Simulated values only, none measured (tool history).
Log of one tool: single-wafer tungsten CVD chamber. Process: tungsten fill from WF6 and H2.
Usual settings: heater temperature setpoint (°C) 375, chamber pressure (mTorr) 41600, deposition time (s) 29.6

run,day,heater temperature setpoint (°C),chamber pressure (mTorr),deposition time (s),wafers since the last listed run,hours since the last thermocouple change,hours since the last manometer calibration,hours since the showerhead was replaced,hours since the gauge calibration,"read-back reference wafer on the same gauge, thickness_nm",mean film thickness on the monitor wafer (Å)
1,0,375,41600,29.6,0,661.6,1501,5240.5,559.4,64.346,616.59
# day 0.417: capacitance manometer re-zeroed and calibrated
2,0.55,375,41600,29.6,103,674.8,3.2,5253.7,572.6,64.463,639.08
3,1.183,375,41600,29.6,303,690,18.4,5268.9,587.8,64.32,638.32
4,2.025,372,41600,25.1,402,710.2,38.6,5289.1,608,64.395,506.25
5,2.729,372,41600,25.1,337,727.1,55.5,5306,624.9,64.401,507.82
6,3.162,372,41600,25.1,207,737.5,65.9,5316.4,635.3,64.449,508.95
7,3.604,383,38600,29.6,211,748.1,76.5,5327,645.9,64.387,707.88
8,4.3,383,38600,29.6,333,764.8,93.2,5343.7,662.6,64.323,712.68
9,4.996,383,38600,29.6,333,781.5,109.9,5360.4,679.3,64.379,707.32
10,5.717,375,41600,29.6,345,798.8,127.2,5377.7,696.6,64.512,632.39
# day 6.054: thermocouple changed; heater temperature recalibrated
11,6.075,375,41600,29.6,11,0.5,135.8,5386.3,705.2,64.519,630.35
12,6.712,375,41600,29.6,305,15.8,151.1,5401.6,720.5,64.477,630.78
13,7.188,375,41600,29.6,227,27.2,162.5,5413,731.9,64.397,632.81
14,7.742,387,36700,24,265,40.5,175.8,5426.3,745.2,64.359,601.93
15,8.379,375,41600,29.6,305,55.8,191.1,5441.6,760.5,64.485,631.68
# day 8.929: gauge calibrated
16,8.996,386,41600,29.6,295,70.6,205.9,5456.4,1.6,64.433,767.07
# day 9.583: showerhead replaced, of another model than before
17,9.708,369,47800,24.5,181,87.7,223,3,18.7,64.232,498.11
18,10,375,41600,29.6,139,94.7,230,10,25.7,64.415,619.44
19,10.317,375,51200,32.5,151,102.3,237.6,17.6,33.3,64.456,768.89
20,10.662,389,45800,24.9,165,110.6,245.9,25.9,41.6,64.346,711.35
21,11.242,362,33100,26.5,277,124.5,259.8,39.8,55.5,64.47,381.38
22,11.721,360,37800,25.7,229,136,271.3,51.3,67,64.388,384.88
23,12.338,375,41600,33,295,150.8,286.1,66.1,81.8,64.363,693.44
24,13.025,389,41600,31.5,329,167.3,302.6,82.6,98.3,64.466,847.87
25,13.338,375,41600,29.6,149,174.8,310.1,90.1,105.8,64.34,621.92
26,13.625,375,41600,29.6,137,181.7,317,97,112.7,64.371,623.48
27,13.942,375,41600,29.6,151,189.3,324.6,104.6,120.3,64.43,623.01
28,14.45,375,41600,32,243,201.5,336.8,116.8,132.5,64.392,670.86
29,14.821,389,41600,31.5,177,210.4,345.7,125.7,141.4,64.412,844.76
30,15.083,375,41600,29.6,125,216.7,352,132,147.7,64.502,624.72
31,15.696,383,34400,31.8,293,231.4,366.7,146.7,162.4,64.37,691.11
32,15.95,375,41600,29.6,121,237.5,372.8,152.8,168.5,64.335,614.68
33,16.325,375,41600,32.3,179,246.5,381.8,161.8,177.5,64.409,678.28
34,16.704,375,38800,26.5,181,255.6,390.9,170.9,186.6,64.515,531.87
35,17.308,375,34600,29.6,289,270.1,405.4,185.4,201.1,64.46,558.53

Forecast each of these 3 alternatives for the next run:
A,17.325,370,41600,29.6,7,270.5,405.8,185.8,201.5,?,?
B,17.325,375,36700,29.6,7,270.5,405.8,185.8,201.5,?,?
C,17.325,371,50000,29.6,7,270.5,405.8,185.8,201.5,?,?

run,"read-back reference wafer on the same gauge, thickness_nm",mean film thickness on the monitor wafer (Å)
A,64.42,563.65
B,64.42,574.53
C,64.42,635.19
Without the tool's hidden state the same runs would have given:
run,mean film thickness on the monitor wafer (Å)
A,580.84
B,592.38
C,654.17
